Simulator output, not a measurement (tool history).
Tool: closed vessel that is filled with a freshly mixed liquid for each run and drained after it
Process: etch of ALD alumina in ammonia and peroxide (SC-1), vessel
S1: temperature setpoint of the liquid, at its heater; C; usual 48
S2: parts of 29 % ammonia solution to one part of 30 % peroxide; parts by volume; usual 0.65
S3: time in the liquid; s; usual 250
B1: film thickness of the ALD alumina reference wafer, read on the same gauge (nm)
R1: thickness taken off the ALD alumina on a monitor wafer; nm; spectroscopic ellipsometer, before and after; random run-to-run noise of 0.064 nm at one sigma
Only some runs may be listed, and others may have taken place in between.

| run | hour | S1 | S2 | S3 | B1 | R1 |
|---|---|---|---|---|---|---|
| 1 | 0 | 48 | 0.65 | 250 | 110.04 | 11.77 |
| 2 | 102.9 | 48 | 0.65 | 250 | 110.01 | 11.6 |
| 3 | 191.2 | 48 | 0.65 | 250 | 110.03 | 11.72 |
| 4 | 255.6 | 48 | 0.65 | 285 | 110.02 | 13.21 |
| 5 | 306.8 | 48 | 0.45 | 250 | 109.99 | 11.33 |
| 6 | 352.9 | 48 | 0.45 | 250 | 110.04 | 11.09 |
| 7 | 396.9 | 48 | 0.65 | 250 | 110.02 | 11.56 |
| 8 | 451.1 | 55.5 | 0.65 | 250 | 110 | 17.32 |
| 9 | 527.5 | 55.5 | 0.65 | 250 | 110.01 | 17.28 |
| 10 | 620.2 | 48 | 0.65 | 250 | 110.01 | 11.41 |
|  | 711.1 | gauge calibrated |
|  | 738.5 | thermometer replaced |
| 11 | 739 | 48 | 0.65 | 250 | 109.99 | 12.31 |
|  | 799.2 | new drum of ammonia solution connected |
| 12 | 816.2 | 48 | 0.65 | 250 | 109.98 | 12.2 |
| 13 | 862.1 | 55 | 0.65 | 250 | 109.96 | 17.98 |
|  | 904.2 | ammonia flow meter replaced |
| 14 | 953.5 | 52 | 0.65 | 250 | 110.01 | 15.09 |
| 15 | 1052.4 | 57.5 | 0.65 | 250 | 109.96 | 20.3 |
| 16 | 1116.8 | 48 | 0.65 | 250 | 109.99 | 12.1 |
| 17 | 1156.5 | 48 | 0.5 | 195 | 110 | 9.27 |
| 18 | 1202 | 48 | 0.65 | 250 | 110.01 | 12.03 |
| 19 | 1268.2 | 48 | 0.65 | 250 | 110.04 | 12.09 |
| 20 | 1340.3 | 48 | 0.65 | 165 | 109.97 | 7.88 |
| 21 | 1406.3 | 50.5 | 0.65 | 340 | 110.03 | 18.52 |
| 22 | 1491.3 | 51 | 0.65 | 300 | 109.99 | 16.7 |
| 23 | 1592.9 | 45.5 | 0.9 | 135 | 110 | 5.69 |
| 24 | 1629.5 | 48 | 0.8 | 250 | 110 | 12.09 |
| 25 | 1670.5 | 48 | 0.65 | 250 | 110.04 | 11.78 |
| 26 | 1714.5 | 48 | 0.65 | 250 | 109.97 | 11.71 |

Consider 3 possible next runs. They are alternatives, not a sequence: every one starts from the tool as it was left by run 26. What does each give?
| A | 1715.2 | 48 | 0.65 | 250 | ? | ? |
| B | 1715.2 | 48 | 0.65 | 295 | ? | ? |
| C | 1715.2 | 54 | 0.5 | 185 | ? | ? |

| run | B1 | R1 |
|---|---|---|
| A | 110 | 11.84 |
| B | 110 | 13.97 |
| C | 110 | 11.88 |
What these runs would have given with no unlogged condition in the tool:
| run | R1 |
|---|---|
| A | 12.41 |
| B | 14.64 |
| C | 12.43 |
